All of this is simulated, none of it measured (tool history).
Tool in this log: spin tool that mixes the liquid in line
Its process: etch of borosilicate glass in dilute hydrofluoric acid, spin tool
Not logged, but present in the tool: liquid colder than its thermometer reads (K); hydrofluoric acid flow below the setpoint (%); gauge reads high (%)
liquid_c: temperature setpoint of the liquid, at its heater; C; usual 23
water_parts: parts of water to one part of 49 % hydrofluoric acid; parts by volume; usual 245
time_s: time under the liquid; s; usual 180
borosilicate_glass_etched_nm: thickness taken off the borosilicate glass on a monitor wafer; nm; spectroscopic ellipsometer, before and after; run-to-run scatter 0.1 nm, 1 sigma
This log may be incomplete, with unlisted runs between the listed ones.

run,hour,liquid_c,water_parts,time_s,wafers since the last listed run,hours since the thermometer was replaced,hours since the hydrofluoric acid flow meter was replaced,hours since the gauge calibration,"read-back film thickness of the borosilicate glass reference wafer, read on the same gauge (nm)",borosilicate_glass_etched_nm
1,0,23,245,180,0,1323.7,1876.2,237.8,79.99,19.72
2,16.9,23,245,180,92,1340.6,1893.1,254.7,80,19.88
3,65,23,245,180,261,1388.7,1941.2,302.8,79.99,19.69
4,76.4,23,245,180,62,1400.1,1952.6,314.2,80,19.79
# hour 97.3: gauge calibrated
5,108.2,23,245,255,173,1431.9,1984.4,10.9,79.99,27.83
6,125.2,23,245,95,92,1448.9,2001.4,27.9,79.99,10.33
7,135.7,23,245,95,57,1459.4,2011.9,38.4,80.02,10.35
8,150.1,23,245,180,78,1473.8,2026.3,52.8,80,19.68
9,158.8,23,245,180,47,1482.5,2035,61.5,79.98,19.59
10,166.6,23,245,180,42,1490.3,2042.8,69.3,79.97,19.48
11,174.2,23,355,235,41,1497.9,2050.4,76.9,79.98,15.66
# hour 187.2: thermometer replaced
12,189.6,23,285,110,78,2.4,2065.8,92.3,79.99,9.93
# hour 199.6: hydrofluoric acid flow meter replaced
13,200.9,21.5,205,280,56,13.7,1.3,103.6,80.01,42.39
14,207.5,23,245,180,35,20.3,7.9,110.2,80.01,22.96
15,221.4,23,245,180,75,34.2,21.8,124.1,80.01,23.21
16,227.7,26.5,350,180,34,40.5,28.1,130.4,80.01,16.33
17,237.3,23,315,210,52,50.1,37.7,140,80.01,19.58
18,250.8,23,340,245,73,63.6,51.2,153.5,80.02,20.62
19,267.7,28,130,285,92,80.5,68.1,170.4,80,93.69
20,274.5,20,245,100,37,87.3,74.9,177.2,80.01,11.48

Branching from run 20: 5 alternative next runs. What would each branch give?
A,275,20,245,180,2,87.8,75.4,177.7,?,?
B,275,25,360,145,2,87.8,75.4,177.7,?,?
C,275,24.5,170,180,2,87.8,75.4,177.7,?,?
D,275,19.5,245,180,2,87.8,75.4,177.7,?,?
E,275,23,245,225,2,87.8,75.4,177.7,?,?

run,"read-back film thickness of the borosilicate glass reference wafer, read on the same gauge (nm)",borosilicate_glass_etched_nm
A,80.01,20.54
B,80.01,12.05
C,80.01,37.87
D,80.01,20.16
E,80.01,28.68
What these runs would have given with no unlogged condition in the tool:
run,borosilicate_glass_etched_nm
A,20.83
B,12.23
C,38.38
D,20.44
E,29.09
